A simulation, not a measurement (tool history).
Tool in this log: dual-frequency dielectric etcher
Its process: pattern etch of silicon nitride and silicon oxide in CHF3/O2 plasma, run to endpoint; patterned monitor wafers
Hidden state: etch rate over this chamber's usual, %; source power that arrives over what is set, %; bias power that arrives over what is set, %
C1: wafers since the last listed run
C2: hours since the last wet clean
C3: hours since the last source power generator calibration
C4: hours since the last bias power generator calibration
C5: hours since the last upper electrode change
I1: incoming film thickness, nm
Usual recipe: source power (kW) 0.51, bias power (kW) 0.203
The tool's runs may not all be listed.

run 1 hour=0 | source_power_(kW)=0.51 bias_power_(kW)=0.203 | C1=0 C2=484.3 C3=2006.9 C4=1623.6 C5=3578.9 | I1=318.6 | endpoint_time_(s)=231.1
run 2 hour=9.6 | source_power_(kW)=0.51 bias_power_(kW)=0.203 | C1=72 C2=493.9 C3=2016.5 C4=1633.2 C5=3588.5 | I1=315.3 | endpoint_time_(s)=230.7
run 3 hour=26.2 | source_power_(kW)=0.51 bias_power_(kW)=0.203 | C1=124 C2=510.5 C3=2033.1 C4=1649.8 C5=3605.1 | I1=311.4 | endpoint_time_(s)=227.1
run 4 hour=33.5 | source_power_(kW)=0.51 bias_power_(kW)=0.219 | C1=54 C2=517.8 C3=2040.4 C4=1657.1 C5=3612.4 | I1=314.2 | endpoint_time_(s)=222.6
run 5 hour=41.3 | source_power_(kW)=0.51 bias_power_(kW)=0.203 | C1=58 C2=525.6 C3=2048.2 C4=1664.9 C5=3620.2 | I1=318.6 | endpoint_time_(s)=231.9
run 6 hour=51.1 | source_power_(kW)=0.51 bias_power_(kW)=0.203 | C1=73 C2=535.4 C3=2058 C4=1674.7 C5=3630 | I1=314.7 | endpoint_time_(s)=231.8
run 7 hour=59.2 | source_power_(kW)=0.51 bias_power_(kW)=0.203 | C1=60 C2=543.5 C3=2066.1 C4=1682.8 C5=3638.1 | I1=316.3 | endpoint_time_(s)=232.9
run 8 hour=66.5 | source_power_(kW)=0.51 bias_power_(kW)=0.203 | C1=54 C2=550.8 C3=2073.4 C4=1690.1 C5=3645.4 | I1=317.4 | endpoint_time_(s)=232.3
-- hour=102.8 upper electrode replaced
-- hour=115.4 wet clean of the chamber
run 9 hour=115.9 | source_power_(kW)=0.51 bias_power_(kW)=0.203 | C1=96 C2=0.5 C3=2122.8 C4=1739.5 C5=13.1 | I1=316.5 | endpoint_time_(s)=210
run 10 hour=116.3 | source_power_(kW)=0.51 bias_power_(kW)=0.203 | C1=3 C2=0.9 C3=2123.2 C4=1739.9 C5=13.5 | I1=315.7 | endpoint_time_(s)=207.4
run 11 hour=116.6 | source_power_(kW)=0.58 bias_power_(kW)=0.189 | C1=2 C2=1.2 C3=2123.5 C4=1740.2 C5=13.8 | I1=314.6 | endpoint_time_(s)=198.2
run 12 hour=117 | source_power_(kW)=0.58 bias_power_(kW)=0.189 | C1=3 C2=1.6 C3=2123.9 C4=1740.6 C5=14.2 | I1=315.3 | endpoint_time_(s)=198.9
-- hour=134.2 bias power generator calibrated
-- hour=137.3 source power generator calibrated
run 13 hour=137.8 | source_power_(kW)=0.51 bias_power_(kW)=0.203 | C1=102 C2=22.4 C3=0.5 C4=3.6 C5=35 | I1=314.5 | endpoint_time_(s)=208.3

Run 14 has not been measured yet. What should we expect?
-- hour=163.7 wet clean of the chamber, repeated, since the last time left the tool worse
run 14 hour=164.2 | source_power_(kW)=0.58 bias_power_(kW)=0.169 | C1=18 C2=0.5 C3=26.9 C4=30 C5=61.4 | I1=314.4 | endpoint_time_(s)=?

endpoint time (s): 221.1
On a tool with no hidden condition, and with the same random variation, this run would have come out at endpoint time (s) 222.2.

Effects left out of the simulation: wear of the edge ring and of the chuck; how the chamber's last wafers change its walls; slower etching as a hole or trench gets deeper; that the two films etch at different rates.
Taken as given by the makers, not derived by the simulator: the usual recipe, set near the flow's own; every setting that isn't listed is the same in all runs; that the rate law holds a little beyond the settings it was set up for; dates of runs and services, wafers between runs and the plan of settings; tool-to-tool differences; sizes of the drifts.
